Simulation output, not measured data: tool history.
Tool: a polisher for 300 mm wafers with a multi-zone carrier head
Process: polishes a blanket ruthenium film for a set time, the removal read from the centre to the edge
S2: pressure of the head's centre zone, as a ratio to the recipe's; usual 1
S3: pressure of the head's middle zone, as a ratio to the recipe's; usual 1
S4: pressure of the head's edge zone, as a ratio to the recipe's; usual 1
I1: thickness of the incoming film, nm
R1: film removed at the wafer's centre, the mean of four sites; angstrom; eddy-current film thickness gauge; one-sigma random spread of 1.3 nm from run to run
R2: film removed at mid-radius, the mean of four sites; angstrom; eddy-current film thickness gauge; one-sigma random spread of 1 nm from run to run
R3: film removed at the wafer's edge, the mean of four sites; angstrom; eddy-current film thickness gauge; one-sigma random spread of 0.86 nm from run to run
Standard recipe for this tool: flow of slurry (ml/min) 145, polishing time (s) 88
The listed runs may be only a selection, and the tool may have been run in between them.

run 1 day=0 | flow_of_slurry_(ml/min)=145 S2=1 S3=1 S4=1 polishing_time_(s)=75 | I1=536.9 | R1=921 R2=893 R3=887
-- day=2.2 worn pad replaced by a new one
run 2 day=2.671 | flow_of_slurry_(ml/min)=145 S2=1 S3=1 S4=1 polishing_time_(s)=88 | I1=537.9 | R1=1124 R2=1089 R3=1085
run 3 day=5.246 | flow_of_slurry_(ml/min)=145 S2=1 S3=1 S4=1 polishing_time_(s)=88 | I1=530 | R1=1112 R2=1066 R3=1082
run 4 day=5.846 | flow_of_slurry_(ml/min)=145 S2=1 S3=0.96 S4=1 polishing_time_(s)=88 | I1=530 | R1=1092 R2=1040 R3=1085
-- day=6.692 centre zone pressure recalibrated
run 5 day=6.962 | flow_of_slurry_(ml/min)=145 S2=1 S3=0.96 S4=1 polishing_time_(s)=88 | I1=522.6 | R1=1067 R2=1035 R3=1078
run 6 day=7.775 | flow_of_slurry_(ml/min)=145 S2=1 S3=1 S4=1 polishing_time_(s)=88 | I1=529.1 | R1=1075 R2=1064 R3=1067
run 7 day=8.779 | flow_of_slurry_(ml/min)=145 S2=1 S3=1 S4=1 polishing_time_(s)=88 | I1=523.5 | R1=1078 R2=1069 R3=1070
-- day=9.146 slurry nozzle cleaned
-- day=10.112 carrier head's membrane replaced by a new one
run 8 day=10.275 | flow_of_slurry_(ml/min)=145 S2=1 S3=1 S4=1 polishing_time_(s)=88 | I1=537.7 | R1=1080 R2=1046 R3=1044
run 9 day=11.342 | flow_of_slurry_(ml/min)=145 S2=1 S3=1 S4=1 polishing_time_(s)=88 | I1=530.3 | R1=1051 R2=1030 R3=1049
run 10 day=12.717 | flow_of_slurry_(ml/min)=170 S2=0.96 S3=1 S4=1 polishing_time_(s)=88 | I1=531.3 | R1=1027 R2=1040 R3=1045
-- day=13.812 worn pad replaced by a new one, of another model than before
run 11 day=13.95 | flow_of_slurry_(ml/min)=145 S2=1 S3=1 S4=1.03 polishing_time_(s)=111 | I1=528.8 | R1=1428 R2=1386 R3=1425
run 12 day=14.917 | flow_of_slurry_(ml/min)=145 S2=1.07 S3=1 S4=0.88 polishing_time_(s)=88 | I1=522.5 | R1=1200 R2=1107 R3=1031
run 13 day=16.379 | flow_of_slurry_(ml/min)=145 S2=1 S3=1 S4=1 polishing_time_(s)=88 | I1=521.2 | R1=1116 R2=1106 R3=1090
-- day=16.529 edge zone pressure recalibrated
run 14 day=16.892 | flow_of_slurry_(ml/min)=145 S2=1 S3=1 S4=1 polishing_time_(s)=88 | I1=528 | R1=1124 R2=1088 R3=1094
run 15 day=17.971 | flow_of_slurry_(ml/min)=180 S2=1 S3=0.9 S4=0.92 polishing_time_(s)=88 | I1=532.1 | R1=1127 R2=1026 R3=1067
run 16 day=18.508 | flow_of_slurry_(ml/min)=145 S2=1 S3=1 S4=1 polishing_time_(s)=88 | I1=526.1 | R1=1092 R2=1081 R3=1097
run 17 day=19.504 | flow_of_slurry_(ml/min)=145 S2=1 S3=1 S4=1 polishing_time_(s)=103 | I1=532 | R1=1314 R2=1246 R3=1267
run 18 day=20.888 | flow_of_slurry_(ml/min)=145 S2=0.94 S3=1.06 S4=1 polishing_time_(s)=70 | I1=533.6 | R1=808 R2=882 R3=851

Each row is a separate what-if for the run after 18, all from the same tool condition, not one after another. Results?
run A day=20.908 | flow_of_slurry_(ml/min)=145 S2=0.92 S3=1 S4=1 polishing_time_(s)=88 | I1=528.6 | R1=? R2=? R3=?
run B day=20.908 | flow_of_slurry_(ml/min)=145 S2=0.94 S3=1 S4=1 polishing_time_(s)=78 | I1=528.6 | R1=? R2=? R3=?
run C day=20.908 | flow_of_slurry_(ml/min)=95 S2=1 S3=1.04 S4=0.94 polishing_time_(s)=88 | I1=528.6 | R1=? R2=? R3=?

run=A R1=1021 R2=1066 R3=1068
run=B R1=925 R2=945 R3=947
run=C R1=1053 R2=1051 R3=1006
With the hidden condition removed and each run's random variation left untouched, the same runs would have given:
run=A R1=1056 R2=1103 R3=1105
run=B R1=957 R2=978 R3=979
run=C R1=1089 R2=1088 R3=1041
